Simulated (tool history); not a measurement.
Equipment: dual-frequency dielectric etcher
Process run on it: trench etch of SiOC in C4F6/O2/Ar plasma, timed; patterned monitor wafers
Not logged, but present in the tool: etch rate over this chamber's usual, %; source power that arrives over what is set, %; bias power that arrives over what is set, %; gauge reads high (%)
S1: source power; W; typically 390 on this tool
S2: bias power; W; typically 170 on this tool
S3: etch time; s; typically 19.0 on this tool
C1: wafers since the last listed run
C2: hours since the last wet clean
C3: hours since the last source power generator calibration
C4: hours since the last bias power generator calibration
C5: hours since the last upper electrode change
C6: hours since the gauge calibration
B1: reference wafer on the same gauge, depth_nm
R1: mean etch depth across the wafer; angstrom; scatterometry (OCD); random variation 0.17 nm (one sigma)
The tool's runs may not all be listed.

run	hour	S1	S2	S3	C1	C2	C3	C4	C5	C6	B1	R1
1	0.0	390	170	19.0	0	376.2	4582.3	2792.7	2252.5	394.6	41.38	390.4
2	17.2	390	170	19.0	397	393.4	4599.5	2809.9	2269.7	411.8	41.39	391.2
3	32.8	420	170	19.0	360	409.0	4615.1	2825.5	2285.3	427.4	41.38	406.1
# hour 45.0: bias power generator calibrated
4	45.5	420	170	19.0	201	421.7	4627.8	0.5	2298.0	440.1	41.30	403.8
5	55.9	390	170	19.0	240	432.1	4638.2	10.9	2308.4	450.5	41.41	393.0
6	69.7	390	170	19.0	319	445.9	4652.0	24.7	2322.2	464.3	41.32	393.2
7	86.5	390	190	19.0	388	462.7	4668.8	41.5	2339.0	481.1	41.43	402.7
8	133.0	440	170	19.0	1075	509.2	4715.3	88.0	2385.5	527.6	41.38	417.0
9	149.4	300	170	19.0	379	525.6	4731.7	104.4	2401.9	544.0	41.39	349.2
10	166.7	390	170	22.0	399	542.9	4749.0	121.7	2419.2	561.3	41.41	460.7
11	182.5	340	210	21.5	365	558.7	4764.8	137.5	2435.0	577.1	41.40	444.3
# hour 186.7: source power generator calibrated
# hour 198.5: gauge calibrated
# hour 208.1: upper electrode replaced
# hour 222.9: wet clean of the chamber
12	223.4	310	170	19.0	17	0.5	36.7	178.4	15.3	24.9	41.40	343.5
13	223.7	360	182	24.0	6	0.8	37.0	178.7	15.6	25.2	41.29	474.2
14	224.0	390	170	19.0	6	1.1	37.3	179.0	15.9	25.5	41.37	385.5
15	225.1	310	187	23.5	25	2.2	38.4	180.1	17.0	26.6	41.45	435.3
16	239.9	340	150	22.5	342	17.0	53.2	194.9	31.8	41.4	41.35	415.2
17	257.9	390	134	19.0	416	35.0	71.2	212.9	49.8	59.4	41.40	363.8
18	270.7	310	140	23.0	295	47.8	84.0	225.7	62.6	72.2	41.35	401.9
19	287.0	360	129	24.0	376	64.1	100.3	242.0	78.9	88.5	41.31	443.8
20	294.4	390	170	19.0	171	71.5	107.7	249.4	86.3	95.9	41.38	386.0
21	301.4	390	170	19.0	161	78.5	114.7	256.4	93.3	102.9	41.46	386.2
22	309.1	330	189	17.5	178	86.2	122.4	264.1	101.0	110.6	41.38	336.6
23	317.4	290	196	24.0	191	94.5	130.7	272.4	109.3	118.9	41.37	441.1
24	332.1	430	142	19.0	339	109.2	145.4	287.1	124.0	133.6	41.43	388.6
25	347.8	470	211	22.5	362	124.9	161.1	302.8	139.7	149.3	41.43	525.4
26	360.5	480	196	23.0	293	137.6	173.8	315.5	152.4	162.0	41.43	530.0
27	377.4	350	202	14.0	390	154.5	190.7	332.4	169.3	178.9	41.35	280.3
28	394.9	440	201	19.0	404	172.0	208.2	349.9	186.8	196.4	41.35	425.3
29	409.8	390	170	19.0	344	186.9	223.1	364.8	201.7	211.3	41.45	386.8

Below are 5 alternative next runs, each starting from the tool's condition after run 29. Predict each:
A	410.2	390	170	19.0	9	187.3	223.5	365.2	202.1	211.7	?	?
B	410.2	390	207	21.5	9	187.3	223.5	365.2	202.1	211.7	?	?
C	410.2	390	170	23.5	9	187.3	223.5	365.2	202.1	211.7	?	?
D	410.2	310	186	23.0	9	187.3	223.5	365.2	202.1	211.7	?	?
E	410.2	420	170	17.5	9	187.3	223.5	365.2	202.1	211.7	?	?

run	B1	R1
A	41.43	386.1
B	41.43	457.8
C	41.43	477.5
D	41.43	428.7
E	41.43	367.9
Stripped of hidden state, with their random variation kept, the same runs would have yielded:
run	R1
A	379.1
B	449.5
C	468.9
D	420.9
E	361.2
